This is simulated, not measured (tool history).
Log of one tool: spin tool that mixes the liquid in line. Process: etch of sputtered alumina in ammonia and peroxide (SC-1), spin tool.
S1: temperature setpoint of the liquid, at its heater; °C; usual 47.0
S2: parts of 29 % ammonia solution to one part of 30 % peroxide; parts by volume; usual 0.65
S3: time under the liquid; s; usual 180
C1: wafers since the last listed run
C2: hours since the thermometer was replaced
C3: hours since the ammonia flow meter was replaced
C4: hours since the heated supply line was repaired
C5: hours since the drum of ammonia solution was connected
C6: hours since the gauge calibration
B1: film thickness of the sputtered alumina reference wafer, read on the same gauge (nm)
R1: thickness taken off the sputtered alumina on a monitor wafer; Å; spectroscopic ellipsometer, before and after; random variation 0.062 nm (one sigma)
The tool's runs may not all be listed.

run   hour    S1    S2   S3   C1     C2     C3      C4     C5     C6     B1     R1
  1    0.0  47.0  0.65  180    0   36.3  155.3  1146.4  267.5  410.4  80.01   66.4
  2   19.0  41.0  0.95  210  107   55.3  174.3  1165.4  286.5  429.4  79.97   57.3
  3   38.6  47.0  0.55  180  110   74.9  193.9  1185.0  306.1  449.0  80.00   66.5
  4   58.5  47.0  0.65  180  112   94.8  213.8  1204.9  326.0  468.9  80.00   66.2
  5   71.5  50.5  0.80  100   73  107.8  226.8  1217.9  339.0  481.9  79.99   45.1
  6   86.5  47.0  0.65  180   84  122.8  241.8  1232.9  354.0  496.9  80.00   65.9
      98.1  -- new drum of ammonia solution connected
  7  107.3  47.0  0.40  220  112  143.6  262.6  1253.7    9.2  517.7  80.02   76.9
  8  142.7  47.0  0.65  180  200  179.0  298.0  1289.1   44.6  553.1  80.00   66.6
  9  170.2  47.0  0.90  180  155  206.5  325.5  1316.6   72.1  580.6  80.01   68.2
 10  200.9  47.0  0.65  180  173  237.2  356.2  1347.3  102.8  611.3  79.99   64.5
 11  236.9  51.5  0.65   90  203  273.2  392.2  1383.3  138.8  647.3  80.00   42.3
     239.4  -- heated supply line repaired
 12  267.4  51.0  0.40  245  166  303.7  422.7    28.0  169.3  677.8  80.00  106.5
     280.5  -- gauge calibrated
 13  294.2  47.0  0.85  275  151  330.5  449.5    54.8  196.1   13.7  80.01  101.7
 14  324.4  38.0  0.65  140  170  360.7  479.7    85.0  226.3   43.9  80.01   29.8
 15  338.4  47.0  0.65  235   79  374.7  493.7    99.0  240.3   57.9  80.00   84.7
 16  367.4  47.0  0.65  265  164  403.7  522.7   128.0  269.3   86.9  80.01   96.0
 17  390.0  47.0  0.65  215  127  426.3  545.3   150.6  291.9  109.5  79.99   78.5
 18  415.9  47.0  0.65   80  146  452.2  571.2   176.5  317.8  135.4  80.02   29.1
     416.9  -- new drum of ammonia solution connected
 19  450.4  53.0  0.90  265  189  486.7  605.7   211.0   33.5  169.9  80.00  136.2
 20  464.0  47.0  0.65  180   76  500.3  619.3   224.6   47.1  183.5  79.99   64.4
 21  479.1  50.0  0.55  120   85  515.4  634.4   239.7   62.2  198.6  79.98   49.7
 22  496.3  38.5  0.75  100   97  532.6  651.6   256.9   79.4  215.8  80.00   22.2
 23  523.8  44.5  0.35   90  155  560.1  679.1   284.4  106.9  243.3  79.98   26.2
 24  551.7  40.5  0.50   80  157  588.0  707.0   312.3  134.8  271.2  80.01   19.0

5 ways to go on from here, each from the tool as it stands after run 24. What would each give?
  A  552.2  47.0  0.65  180   2  588.5  707.5  312.8  135.3  271.7   ?   ?
  B  552.2  47.0  0.95  180   2  588.5  707.5  312.8  135.3  271.7   ?   ?
  C  552.2  47.0  0.45   80   2  588.5  707.5  312.8  135.3  271.7   ?   ?
  D  552.2  53.0  0.95  180   2  588.5  707.5  312.8  135.3  271.7   ?   ?
  E  552.2  47.0  0.65  150   2  588.5  707.5  312.8  135.3  271.7   ?   ?

run     B1    R1
  A  80.01  63.4
  B  80.01  65.7
  C  80.01  27.2
  D  80.01  91.6
  E  80.01  52.8
Without the tool's hidden state the same runs would have given:
run    R1
  A  67.3
  B  69.8
  C  28.9
  D  97.1
  E  56.1
